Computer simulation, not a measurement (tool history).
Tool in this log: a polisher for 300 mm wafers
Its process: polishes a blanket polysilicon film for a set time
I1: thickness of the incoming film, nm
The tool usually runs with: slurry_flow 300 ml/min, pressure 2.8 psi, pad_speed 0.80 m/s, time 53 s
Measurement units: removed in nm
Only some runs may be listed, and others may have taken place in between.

Run 1, day 0.000: usual settings but pad_speed 0.72 m/s; I1 991.9. Result: removed 260.7 nm.
Run 2, day 0.921: usual settings but pad_speed 0.72 m/s; I1 963.3. Result: removed 261.2 nm.
Run 3, day 2.017: usual settings but pad_speed 0.72 m/s; I1 979.0. Result: removed 251.8 nm.
Run 4, day 3.021: usual settings; I1 996.4. Result: removed 283.4 nm.
Run 5, day 6.812: usual settings but slurry_flow 365 ml/min; I1 1000.3. Result: removed 286.8 nm.
Run 6, day 8.308: usual settings but slurry_flow 365 ml/min; I1 995.5. Result: removed 285.8 nm.
Run 7, day 9.175: usual settings but pad_speed 0.70 m/s; I1 988.9. Result: removed 248.8 nm.
Run 8, day 10.254: usual settings but pad_speed 0.70 m/s; I1 972.1. Result: removed 247.9 nm.
Run 9, day 11.396: usual settings; I1 964.9. Result: removed 277.5 nm.
Run 10, day 12.304: usual settings; I1 979.3. Result: removed 278.2 nm.
Run 11, day 13.254: usual settings; I1 967.8. Result: removed 277.2 nm.
Run 12, day 14.146: usual settings but time 58 s; I1 981.8. Result: removed 306.5 nm.
Run 13, day 14.746: usual settings but time 48 s; I1 982.8. Result: removed 253.5 nm.
Run 14, day 15.967: usual settings but pad_speed 1.06 m/s; I1 988.5. Result: removed 368.7 nm.
Run 15, day 17.162: usual settings; I1 992.5. Result: removed 289.6 nm.
Run 16, day 18.550: usual settings but pad_speed 0.96 m/s; I1 966.5. Result: removed 347.0 nm.
Run 17, day 19.471: usual settings but time 58 s; I1 972.5. Result: removed 317.5 nm.
Run 18, day 20.458: usual settings but slurry_flow 270 ml/min; I1 962.7. Result: removed 286.5 nm.
Run 19, day 21.279: usual settings; I1 997.1. Result: removed 295.2 nm.
Run 20, day 22.075: usual settings but time 39 s; I1 981.0. Result: removed 212.5 nm.
Run 21, day 22.696: usual settings but slurry_flow 370 ml/min, pressure 3.6 psi, pad_speed 0.56 m/s, time 42 s; I1 980.1. Result: removed 215.8 nm.
Run 22, day 23.617: usual settings but slurry_flow 340 ml/min, pad_speed 0.60 m/s; I1 976.9. Result: removed 220.2 nm.
Run 23, day 26.942: usual settings; I1 992.6. Result: removed 290.7 nm.
Run 24, day 30.667: usual settings but slurry_flow 340 ml/min, pressure 2.5 psi, pad_speed 0.90 m/s, time 46 s; I1 991.3. Result: removed 258.9 nm.
Run 25, day 32.000: usual settings but pressure 1.9 psi, pad_speed 0.96 m/s; I1 961.1. Result: removed 242.9 nm.
Run 26, day 33.296: usual settings but pad_speed 0.60 m/s, time 43 s; I1 993.8. Result: removed 179.9 nm.

Withheld: 10 entries from between the runs. Position of each, and hidden state at the listed run before versus the listed run after:
Between runs 4 and 5: worn pad replaced by a new one (day 3.654); slurry nozzle cleaned (day 5.104)
  deviation of the head's pressure from its setpoint, %: -1.86 -> -2.86
  measured minus no-state result, removed: -4.8 -> -7.7 nm
Between runs 8 and 9: worn pad replaced by a new one (day 10.929)
  deviation of the head's pressure from its setpoint, %: -3.92 -> -4.31
  measured minus no-state result, removed: -9.2 -> -11.3 nm
Between runs 11 and 12: slurry nozzle cleaned (day 13.862)
  deviation of the head's pressure from its setpoint, %: -4.97 -> -5.3
  measured minus no-state result, removed: -13.2 -> -15.6 nm
Between runs 14 and 15: head pressure recalibrated (day 16.679)
  deviation of the head's pressure from its setpoint, %: -6.01 -> 0.684
  measured minus no-state result, removed: -21.4 -> +1.8 nm
Between runs 16 and 17: worn pad replaced by a new one (day 18.888)
  deviation of the head's pressure from its setpoint, %: 0.664 -> 0.638
  measured minus no-state result, removed: +2.1 -> +1.8 nm
Between runs 21 and 22: slurry nozzle cleaned (day 22.888)
  deviation of the head's pressure from its setpoint, %: 0.463 -> 0.39
  measured minus no-state result, removed: +0.9 -> +0.8 nm
Between runs 22 and 23: worn pad replaced by a new one (day 26.404)
  deviation of the head's pressure from its setpoint, %: 0.39 -> 0.0384
  measured minus no-state result, removed: +0.8 -> +0.1 nm
Between runs 23 and 24: slurry nozzle cleaned (day 30.325)
  deviation of the head's pressure from its setpoint, %: 0.0384 -> -0.517
  measured minus no-state result, removed: +0.1 -> -1.2 nm
Between runs 25 and 26: worn pad replaced by a new one (day 33.096)
  deviation of the head's pressure from its setpoint, %: -0.757 -> -1.01
  measured minus no-state result, removed: -1.7 -> -1.7 nm
